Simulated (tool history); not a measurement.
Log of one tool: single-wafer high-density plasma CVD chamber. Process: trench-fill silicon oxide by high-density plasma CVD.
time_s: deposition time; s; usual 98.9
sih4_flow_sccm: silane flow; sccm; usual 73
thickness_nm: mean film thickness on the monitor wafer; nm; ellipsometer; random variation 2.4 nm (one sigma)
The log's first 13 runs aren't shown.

run	hour	time_s	sih4_flow_sccm	read-back reference wafer on the same gauge, thickness_nm	thickness_nm
14	350.6	94.4	73	784.588	708.378
15	369.3	94.4	73	785.327	708.51
16	388.5	98.9	73	785.463	740.249
17	408.5	98.9	73	784.917	743.774
18	420.8	98.9	73	785.012	743.48
19	452.3	98.9	77	785.654	786.571
20	467.5	98.9	73	784.961	744.185
21	502.5	98.9	80	784.297	816.22
22	519	82.4	62	784.982	524.705
23	534.4	91.3	65	785.191	612.13
# hour 549.9: silane flow controller replaced
24	565.2	104.9	77	784.642	773.63
25	595.7	118.3	84	785.182	957.472
26	616.9	82.4	62	786.047	493.479
# hour 625: gauge calibrated
27	650.9	87	73	785.276	615.572
28	688.1	98.9	73	785.255	699.682
29	734.3	98.9	69	785.203	667.543
30	761.4	88.5	78	784.882	675.425
31	783	98.9	73	785.006	707.581
32	798.5	92.9	79	784.191	719.962
33	828.2	104.9	77	785.215	791.359
34	847.2	106.1	69	784.894	717.561
35	873.3	98.9	60	784.758	587.114
36	895.9	98.9	62	785.587	606.888

5 ways to go on from here, each from the tool as it stands after run 36. What would each give?
A	896.3	98.9	66	?	?
B	896.3	117.5	63	?	?
C	896.3	110.8	64	?	?
D	896.3	84.3	73	?	?
E	896.3	98.9	85	?	?

run	read-back reference wafer on the same gauge, thickness_nm	thickness_nm
A	785.135	638.999
B	785.135	724.667
C	785.135	694.192
D	785.135	602.435
E	785.135	822.953
Without the tool's hidden state the same runs would have given:
run	thickness_nm
A	626.32
B	710.288
C	680.418
D	590.482
E	806.624
